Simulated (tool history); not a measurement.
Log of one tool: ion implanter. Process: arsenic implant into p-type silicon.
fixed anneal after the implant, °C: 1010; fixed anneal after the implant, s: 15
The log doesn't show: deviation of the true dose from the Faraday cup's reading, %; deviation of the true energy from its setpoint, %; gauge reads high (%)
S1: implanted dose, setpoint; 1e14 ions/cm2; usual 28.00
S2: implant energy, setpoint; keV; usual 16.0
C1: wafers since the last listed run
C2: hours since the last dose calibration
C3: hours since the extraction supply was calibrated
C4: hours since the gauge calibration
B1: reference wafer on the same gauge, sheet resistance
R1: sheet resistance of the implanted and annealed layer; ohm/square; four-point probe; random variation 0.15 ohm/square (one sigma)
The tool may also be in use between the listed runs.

run	hour	S1	S2	C1	C2	C3	C4	B1	R1
1	0.0	28.00	16.0	0	1066.8	5312.0	769.2	101.53	99.77
2	132.4	28.00	16.0	1619	1199.2	5444.4	901.6	101.54	99.93
3	185.1	28.00	16.0	644	1251.9	5497.1	954.3	101.47	99.90
4	231.8	32.00	16.0	571	1298.6	5543.8	1001.0	101.54	98.33
5	286.0	32.00	16.0	662	1352.8	5598.0	1055.2	101.50	98.20
6	331.1	28.00	16.0	551	1397.9	5643.1	1100.3	101.45	99.82
7	411.6	28.00	16.0	984	1478.4	5723.6	1180.8	101.50	99.96
8	456.5	28.00	16.0	549	1523.3	5768.5	1225.7	101.51	100.12
9	507.0	28.00	16.0	617	1573.8	5819.0	1276.2	101.56	100.12
10	545.3	28.00	14.5	468	1612.1	5857.3	1314.5	101.55	102.62
11	572.0	28.00	14.5	326	1638.8	5884.0	1341.2	101.50	102.59
12	632.9	24.88	16.0	744	1699.7	5944.9	1402.1	101.53	101.45
# hour 681.4: extraction supply calibrated
# hour 694.2: gauge calibrated
13	788.6	28.00	16.0	1806	1855.4	107.2	94.4	101.59	99.93
14	850.3	28.00	16.0	754	1917.1	168.9	156.1	101.46	100.28
15	876.7	28.00	16.0	322	1943.5	195.3	182.5	101.50	99.76
16	925.5	28.00	16.0	596	1992.3	244.1	231.3	101.51	100.30
# hour 949.0: Faraday cup replaced and dose calibrated
17	984.3	24.91	21.0	621	35.3	302.9	290.1	101.58	92.00
18	1016.5	28.00	14.5	393	67.5	335.1	322.3	101.50	102.32
19	1061.1	21.30	14.0	545	112.1	379.7	366.9	101.55	106.71
20	1096.1	28.00	18.5	428	147.1	414.7	401.9	101.57	94.69
21	1125.6	28.00	16.0	360	176.6	444.2	431.4	101.45	99.54
22	1171.4	30.17	11.0	560	222.4	490.0	477.2	101.59	107.66
23	1231.9	30.55	16.0	739	282.9	550.5	537.7	101.51	98.39
24	1264.6	31.25	12.0	399	315.6	583.2	570.4	101.49	105.14
25	1324.2	31.78	16.0	728	375.2	642.8	630.0	101.46	97.86
26	1355.0	24.10	16.0	376	406.0	673.6	660.8	101.49	101.46
27	1414.7	22.44	11.5	730	465.7	733.3	720.5	101.55	111.03
28	1462.9	28.00	16.0	589	513.9	781.5	768.7	101.52	99.60
29	1673.8	28.00	13.5	2579	724.8	992.4	979.6	101.52	104.18
30	1726.5	28.00	16.0	644	777.5	1045.1	1032.3	101.48	99.69
31	1784.6	32.87	16.0	710	835.6	1103.2	1090.4	101.52	97.52

The same runs without the tool's hidden state, with the same run-to-run variation:
run	R1
1	99.43
2	99.54
3	99.49
4	97.90
5	97.76
6	99.37
7	99.48
8	99.62
9	99.61
10	102.07
11	102.03
12	100.85
13	99.32
14	99.65
15	99.12
16	99.64
17	91.98
18	102.28
19	106.65
20	94.63
21	99.47
22	107.56
23	98.29
24	105.01
25	97.72
26	101.30
27	110.81
28	99.43
29	103.91
30	99.43
31	97.22
